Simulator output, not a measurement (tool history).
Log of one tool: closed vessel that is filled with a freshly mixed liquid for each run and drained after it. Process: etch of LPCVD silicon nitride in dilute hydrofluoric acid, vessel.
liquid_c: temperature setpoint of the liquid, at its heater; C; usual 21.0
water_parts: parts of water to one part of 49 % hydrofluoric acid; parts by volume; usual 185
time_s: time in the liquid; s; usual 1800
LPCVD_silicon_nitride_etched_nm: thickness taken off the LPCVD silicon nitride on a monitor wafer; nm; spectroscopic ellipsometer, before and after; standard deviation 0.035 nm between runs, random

run    hour  liquid_c  water_parts  time_s  read-back film thickness of the LPCVD silicon nitride reference wafer, read on the same gauge (nm)  LPCVD_silicon_nitride_etched_nm
  1     0.0      21.0          145    2185                                                                                              90.009                            5.879
  2    44.4      21.0          145    2185                                                                                              90.019                            5.871
  3   118.2      21.0          185    1800                                                                                              89.997                            3.822
  4   154.9      21.0          185    1800                                                                                              90.023                            3.852
  5   199.5      21.0          185    1800                                                                                              89.988                            3.832
  6   284.0      21.0          185    1800                                                                                              89.981                            3.870
  7   342.2      21.0          185    1800                                                                                              89.988                            3.875
  8   393.5      21.0          185    1800                                                                                              90.011                            3.869
      405.0  -- gauge calibrated
  9   487.8      21.0          185    1800                                                                                              90.007                            3.936
 10   665.3      21.0          185    1800                                                                                              89.976                            3.906
 11   765.7      21.0          185    1800                                                                                              90.028                            4.005
 12   826.0      21.0          185    1800                                                                                              90.013                            4.007
 13   924.5      19.5          210    1055                                                                                              89.994                            1.889
 14   993.7      21.0          185    1800                                                                                              90.002                            4.057
 15  1097.2      21.0          210    1800                                                                                              89.983                            3.558
 16  1137.2      21.0          185    1800                                                                                              90.007                            4.110
     1165.0  -- thermometer replaced
 17  1212.9      21.0          235    1470                                                                                              90.015                            2.704
     1261.5  -- hydrofluoric acid flow meter replaced
 18  1272.9      21.0          185    1800                                                                                              90.003                            3.743
 19  1311.3      18.5          185    1800                                                                                              89.995                            3.108
 20  1352.0      18.5          235    1345                                                                                              89.984                            1.893
 21  1426.5      21.0          125    2225                                                                                              89.987                            6.954
 22  1505.8      21.0          185    1800                                                                                              90.027                            3.813
 23  1575.1      21.0          185    1800                                                                                              90.010                            3.846
 24  1662.1      17.5          105    1095                                                                                              90.010                            3.181

What does the tool deliver on the next run?
 25  1758.4      21.0          185    1800                                                                                                   ?                                ?

Run 25 yielded read-back film thickness of the LPCVD silicon nitride reference wafer, read on the same gauge (nm) 90.013, LPCVD_silicon_nitride_etched_nm 3.860 nm.
Were there no unlogged condition in the tool, this run, its random variation unchanged, would have produced LPCVD_silicon_nitride_etched_nm 3.707 nm.
